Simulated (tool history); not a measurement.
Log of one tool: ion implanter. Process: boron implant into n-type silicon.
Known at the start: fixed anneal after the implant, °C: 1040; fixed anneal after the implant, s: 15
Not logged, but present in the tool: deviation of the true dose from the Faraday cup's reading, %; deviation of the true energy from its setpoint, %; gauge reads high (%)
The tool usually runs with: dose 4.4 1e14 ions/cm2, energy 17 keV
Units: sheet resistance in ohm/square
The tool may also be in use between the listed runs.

| run | hour | dose | energy | wafers since the last listed run | hours since the last dose calibration | hours since the extraction supply was calibrated | hours since the gauge calibration | read-back reference wafer on the same gauge, sheet resistance | sheet resistance |
|---|---|---|---|---|---|---|---|---|---|
| 1 | 0 | 5.42 | 12.5 | 0 | 158.9 | 6782.2 | 45.8 | 209.2 | 221.83 |
| 2 | 29.7 | 4.4 | 17 | 709 | 188.6 | 6811.9 | 75.5 | 209.25 | 256.48 |
| 3 | 80.7 | 4.4 | 17 | 1218 | 239.6 | 6862.9 | 126.5 | 208.81 | 259.34 |
| 4 | 112.1 | 4.4 | 14.5 | 749 | 271 | 6894.3 | 157.9 | 209.01 | 261.47 |
| 5 | 305.5 | 4.4 | 14.5 | 4619 | 464.4 | 7087.7 | 351.3 | 209.07 | 262.67 |
| 6 | 358.5 | 4.03 | 17 | 1265 | 517.4 | 7140.7 | 404.3 | 209.56 | 277.48 |
| 7 | 387.3 | 4.03 | 17 | 687 | 546.2 | 7169.5 | 433.1 | 209.09 | 277.52 |
| 8 | 420.2 | 4.03 | 17 | 785 | 579.1 | 7202.4 | 466 | 208.94 | 277.43 |
| 9 | 487.2 | 4.4 | 17 | 1600 | 646.1 | 7269.4 | 533 | 208.56 | 260.19 |
| 10 | 549.1 | 4.4 | 17 | 1478 | 708 | 7331.3 | 594.9 | 209.44 | 260.01 |
| 11 | 600.9 | 4.4 | 17 | 1237 | 759.8 | 7383.1 | 646.7 | 209 | 261.01 |
| 12 | 661.9 | 4.4 | 17 | 1456 | 820.8 | 7444.1 | 707.7 | 209.08 | 260.47 |
| 13 | 720.8 | 4.4 | 17 | 1406 | 879.7 | 7503 | 766.6 | 209.29 | 261.21 |
| 14 | 760.1 | 4.4 | 17 | 938 | 919 | 7542.3 | 805.9 | 208.98 | 261.63 |
| 15 | 822.7 | 4.4 | 17 | 1495 | 981.6 | 7604.9 | 868.5 | 208.76 | 260.45 |
| 16 | 858.6 | 3.84 | 22.5 | 857 | 1017.5 | 7640.8 | 904.4 | 208.53 | 285.33 |
|  | 880.2 | extraction supply calibrated |
| 17 | 884.5 | 5.24 | 20.5 | 427 | 1043.4 | 4.3 | 930.3 | 208.67 | 222.14 |
| 18 | 945.3 | 5.46 | 22 | 1452 | 1104.2 | 65.1 | 991.1 | 209.1 | 213.41 |
| 19 | 1004.8 | 3.1 | 21.5 | 1421 | 1163.7 | 124.6 | 1050.6 | 208.96 | 339.66 |
| 20 | 1071.7 | 4.4 | 13.5 | 1597 | 1230.6 | 191.5 | 1117.5 | 208.84 | 270.32 |
| 21 | 1123.9 | 4.4 | 17 | 1246 | 1282.8 | 243.7 | 1169.7 | 208.91 | 263.71 |
| 22 | 1179.5 | 3.62 | 22.5 | 1327 | 1338.4 | 299.3 | 1225.3 | 209.32 | 300.14 |
| 23 | 1223.1 | 4.4 | 17 | 1041 | 1382 | 342.9 | 1268.9 | 208.99 | 264.28 |
| 24 | 1262.4 | 3.15 | 21 | 938 | 1421.3 | 382.2 | 1308.2 | 208.7 | 338.89 |
| 25 | 1293.3 | 4.4 | 21 | 738 | 1452.2 | 413.1 | 1339.1 | 208.58 | 256.88 |
| 26 | 1349.1 | 4.4 | 17 | 1332 | 1508 | 468.9 | 1394.9 | 209.1 | 264.82 |
| 27 | 1414.7 | 4.4 | 19.5 | 1566 | 1573.6 | 534.5 | 1460.5 | 209.01 | 260.86 |
|  | 1423.3 | gauge calibrated |
| 28 | 1473.5 | 5.42 | 20 | 1404 | 1632.4 | 593.3 | 50.2 | 208.85 | 220.69 |
|  | 1517.3 | Faraday cup replaced and dose calibrated |
| 29 | 1517.8 | 5.06 | 19 | 867 | 0.5 | 637.6 | 94.5 | 208.93 | 224.6 |
| 30 | 1562.4 | 5.42 | 20.5 | 1065 | 45.1 | 682.2 | 139.1 | 208.98 | 209.51 |
| 31 | 1630.3 | 3.13 | 22 | 1621 | 113 | 750.1 | 207 | 208.77 | 327.34 |
| 32 | 1654.9 | 4.79 | 21.5 | 587 | 137.6 | 774.7 | 231.6 | 208.96 | 231.28 |
| 33 | 1694.5 | 3.2 | 14.5 | 945 | 177.2 | 814.3 | 271.2 | 209.31 | 337.27 |
| 34 | 1735 | 4.4 | 17 | 967 | 217.7 | 854.8 | 311.7 | 209.12 | 255.86 |
| 35 | 1878.9 | 4.4 | 21 | 3437 | 361.6 | 998.7 | 455.6 | 209.06 | 251.36 |
| 36 | 1946.1 | 3.81 | 15 | 1605 | 428.8 | 1065.9 | 522.8 | 208.81 | 292.86 |
| 37 | 1983.7 | 5.03 | 22 | 898 | 466.4 | 1103.5 | 560.4 | 209.34 | 222.45 |

Forecast each of these 4 alternatives for the next run:
| A | 1984.1 | 4.93 | 17 | 9 | 466.8 | 1103.9 | 560.8 | ? | ? |
| B | 1984.1 | 3.63 | 13.5 | 9 | 466.8 | 1103.9 | 560.8 | ? | ? |
| C | 1984.1 | 5.7 | 15 | 9 | 466.8 | 1103.9 | 560.8 | ? | ? |
| D | 1984.1 | 3.29 | 21.5 | 9 | 466.8 | 1103.9 | 560.8 | ? | ? |

| run | read-back reference wafer on the same gauge, sheet resistance | sheet resistance |
|---|---|---|
| A | 209.12 | 234.44 |
| B | 209.12 | 308.98 |
| C | 209.12 | 210.25 |
| D | 209.12 | 317.86 |
With no hidden state in the tool, these same runs would have given:
| run | sheet resistance |
|---|---|
| A | 232.76 |
| B | 306.78 |
| C | 208.7 |
| D | 315.62 |
